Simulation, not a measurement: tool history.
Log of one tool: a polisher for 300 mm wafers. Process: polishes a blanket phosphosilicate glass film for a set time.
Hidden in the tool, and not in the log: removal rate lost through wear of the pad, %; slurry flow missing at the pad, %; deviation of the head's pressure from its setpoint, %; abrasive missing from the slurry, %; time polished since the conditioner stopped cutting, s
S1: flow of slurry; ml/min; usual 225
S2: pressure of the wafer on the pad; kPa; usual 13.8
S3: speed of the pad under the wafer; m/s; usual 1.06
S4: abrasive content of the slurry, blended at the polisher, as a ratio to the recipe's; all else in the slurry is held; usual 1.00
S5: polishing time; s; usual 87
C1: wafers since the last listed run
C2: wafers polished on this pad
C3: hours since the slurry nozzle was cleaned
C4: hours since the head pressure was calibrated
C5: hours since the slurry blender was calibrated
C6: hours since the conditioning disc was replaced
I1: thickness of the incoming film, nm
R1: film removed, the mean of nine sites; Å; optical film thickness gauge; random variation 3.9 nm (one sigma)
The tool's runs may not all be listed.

run,hour,S1,S2,S3,S4,S5,C1,C2,C3,C4,C5,C6,I1,R1
1,0.0,225,13.8,1.06,1.20,87,0,4885,6.8,505.0,66.8,577.3,4173.8,5244
# hour 6.3: conditioning disc replaced and pad reconditioned
2,44.5,225,13.8,1.06,1.20,87,393,5278,51.3,549.5,111.3,38.2,4128.9,5241
# hour 105.9: worn pad replaced by a new one
3,136.7,225,13.8,0.78,1.00,87,816,284,143.5,641.7,203.5,130.4,4182.0,3946
4,181.0,225,13.8,0.78,1.00,87,410,694,187.8,686.0,247.8,174.7,4121.5,3915
5,241.2,225,13.8,0.78,1.00,87,557,1252,248.0,746.2,308.0,234.9,4184.8,3913
6,320.7,225,10.3,1.06,1.00,87,736,1988,327.5,825.7,387.5,314.4,4248.8,3686
# hour 565.7: slurry blender recalibrated
7,576.8,160,10.3,1.06,1.00,61,2352,4340,583.6,1081.8,11.1,570.5,4264.1,2370
# hour 620.7: conditioning disc replaced and pad reconditioned
8,638.2,225,9.7,1.06,0.75,79,549,4890,645.0,1143.2,72.5,17.5,4159.7,2698
# hour 687.0: slurry nozzle cleaned
# hour 724.4: worn pad replaced by a new one
9,733.5,225,13.8,1.06,1.00,87,835,83,46.5,1238.5,167.8,112.8,4244.3,4974
10,786.1,225,13.8,1.06,1.00,74,486,570,99.1,1291.1,220.4,165.4,4122.5,4206
# hour 831.7: head pressure recalibrated
11,894.0,225,13.8,1.06,1.00,87,980,1551,207.0,62.3,328.3,273.3,4189.0,4984
12,961.8,225,13.8,1.06,1.00,87,627,2178,274.8,130.1,396.1,341.1,4191.0,4936
13,1028.7,225,13.8,0.72,1.20,104,619,2798,341.7,197.0,463.0,408.0,4252.0,4517
14,1112.7,225,13.8,0.84,0.90,87,777,3575,425.7,281.0,547.0,492.0,4275.8,3917
# hour 1190.9: slurry blender recalibrated
# hour 1217.8: slurry nozzle cleaned
# hour 1277.9: worn pad replaced by a new one
# hour 1297.8: conditioning disc replaced and pad reconditioned
15,1391.2,195,13.8,0.92,1.00,87,2495,1030,173.4,559.5,200.3,93.4,4210.7,4387
16,1448.1,285,13.8,1.06,1.15,66,526,1557,230.3,616.4,257.2,150.3,4143.2,3931
17,1544.1,225,13.8,1.06,1.00,98,888,2446,326.3,712.4,353.2,246.3,4171.9,5510
18,1648.0,225,13.8,1.06,1.00,107,961,3408,430.2,816.3,457.1,350.2,4220.2,5927
19,1691.1,225,13.8,0.68,1.00,65,399,3807,473.3,859.4,500.2,393.3,4199.2,2563
20,1745.2,295,17.9,1.06,0.90,114,500,4307,527.4,913.5,554.3,447.4,4153.4,8147
21,1799.5,295,9.7,1.16,1.15,87,502,4810,581.7,967.8,608.6,501.7,4121.2,3824
# hour 1808.8: slurry nozzle cleaned
# hour 1832.8: slurry blender recalibrated
# hour 1841.3: worn pad replaced by a new one
22,1841.6,300,12.4,1.06,1.00,87,324,3,32.8,1009.9,8.8,543.8,4164.2,4659

The next listed run, before its measurement:
# hour 1862.5: conditioning disc replaced and pad reconditioned
23,1892.5,225,13.8,1.06,0.80,87,452,455,83.7,1060.8,59.7,30.0,4268.5,?

R1: 4628 Å
Without the tool's hidden state the same run would have given R1 4649 Å.

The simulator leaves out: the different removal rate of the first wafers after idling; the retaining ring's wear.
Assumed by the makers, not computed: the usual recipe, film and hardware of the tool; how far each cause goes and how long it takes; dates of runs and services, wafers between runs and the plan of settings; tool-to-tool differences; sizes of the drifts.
